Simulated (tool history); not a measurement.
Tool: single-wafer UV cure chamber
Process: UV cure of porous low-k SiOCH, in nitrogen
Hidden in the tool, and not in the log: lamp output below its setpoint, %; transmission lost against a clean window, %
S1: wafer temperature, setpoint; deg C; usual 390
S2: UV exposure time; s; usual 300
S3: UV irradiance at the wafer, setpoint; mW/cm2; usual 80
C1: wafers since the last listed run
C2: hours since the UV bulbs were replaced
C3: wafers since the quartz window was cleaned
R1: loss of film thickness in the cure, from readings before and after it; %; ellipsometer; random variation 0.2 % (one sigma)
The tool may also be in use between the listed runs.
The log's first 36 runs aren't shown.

| run | hour | S1 | S2 | S3 | C1 | C2 | C3 | R1 |
|---|---|---|---|---|---|---|---|---|
| 37 | 2296.7 | 390 | 300 | 80 | 152 | 294.1 | 2608 | 12.251 |
| 38 | 2337.1 | 379 | 145 | 46 | 192 | 334.5 | 2801 | 6.418 |
| 39 | 2370.9 | 390 | 155 | 80 | 161 | 368.3 | 2963 | 9.036 |
| 40 | 2431.9 | 390 | 300 | 108 | 291 | 429.3 | 3254 | 13.879 |
| 41 | 2468.8 | 398 | 300 | 56 | 176 | 466.2 | 3431 | 10.727 |
| 42 | 2501.4 | 390 | 300 | 80 | 155 | 498.8 | 3586 | 12.504 |
| 43 | 2544.4 | 409 | 300 | 80 | 205 | 541.8 | 3792 | 12.442 |
| 44 | 2570.5 | 378 | 400 | 80 | 124 | 567.9 | 3916 | 13.567 |
|  | 2673.3 | quartz window cleaned |
| 45 | 2751 | 390 | 350 | 99 | 823 | 748.4 | 371 | 13.268 |
| 46 | 2790.8 | 375 | 300 | 117 | 190 | 788.2 | 561 | 13.288 |

Forecast each of these 4 alternatives for the next run:
| A | 2791.3 | 390 | 300 | 80 | 2 | 788.7 | 563 | ? |
| B | 2791.3 | 410 | 300 | 80 | 2 | 788.7 | 563 | ? |
| C | 2791.3 | 390 | 300 | 99 | 2 | 788.7 | 563 | ? |
| D | 2791.3 | 396 | 395 | 41 | 2 | 788.7 | 563 | ? |

| run | R1 |
|---|---|
| A | 12.158 |
| B | 12.537 |
| C | 13.217 |
| D | 10.382 |
Without the tool's hidden state the same runs would have given:
| run | R1 |
|---|---|
| A | 12.991 |
| B | 13.377 |
| C | 14.069 |
| D | 11.179 |

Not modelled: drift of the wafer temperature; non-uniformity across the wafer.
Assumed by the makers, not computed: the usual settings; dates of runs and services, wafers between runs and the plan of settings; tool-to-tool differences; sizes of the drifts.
